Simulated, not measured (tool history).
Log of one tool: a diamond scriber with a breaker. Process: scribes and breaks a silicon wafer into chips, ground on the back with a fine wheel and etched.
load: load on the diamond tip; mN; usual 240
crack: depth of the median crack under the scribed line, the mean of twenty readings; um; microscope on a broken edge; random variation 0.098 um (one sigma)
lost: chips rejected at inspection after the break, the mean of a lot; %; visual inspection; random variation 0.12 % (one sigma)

| run | hour | load | incoming depth of the damage left on the back of the incoming wafer, um | crack | lost |
|---|---|---|---|---|---|
| 1 | 0 | 265 | 0.47 | 8.19 | 4.32 |
| 2 | 11.2 | 265 | 0.44 | 8.2 | 4.86 |
| 3 | 26.2 | 240 | 0.6 | 7.79 | 7.72 |
| 4 | 35.3 | 240 | 0.45 | 7.68 | 8.58 |
| 5 | 45.9 | 193 | 0.62 | 6.91 | 18.91 |
| 6 | 59.1 | 193 | 0.3 | 6.92 | 20.36 |
| 7 | 72.8 | 193 | 0.78 | 6.89 | 18.88 |
|  | 78.1 | load on the tip recalibrated |
| 8 | 88.1 | 274 | 0.68 | 8.46 | 4.13 |
| 9 | 98.4 | 274 | 0.68 | 8.38 | 4.75 |
| 10 | 108.2 | 274 | 0.52 | 8.25 | 5.52 |
| 11 | 123.2 | 240 | 0.43 | 7.63 | 9.84 |
| 12 | 137.9 | 240 | 0.49 | 7.66 | 9.63 |
| 13 | 151.7 | 179 | 0.62 | 6.4 | 26.21 |
| 14 | 162 | 240 | 0.67 | 7.62 | 10.98 |
|  | 168.8 | diamond tip replaced by a new one |
| 15 | 179.2 | 280 | 0.5 | 10.02 | 4.11 |

The next listed run, before its measurement:
| 16 | 190.9 | 273 | 0.42 | ? | ? |

Run 16 gave crack 10.13 um, lost 3.2 %.
Without the tool's hidden state the same run would have given crack 10.18 um, lost 3.35 %.
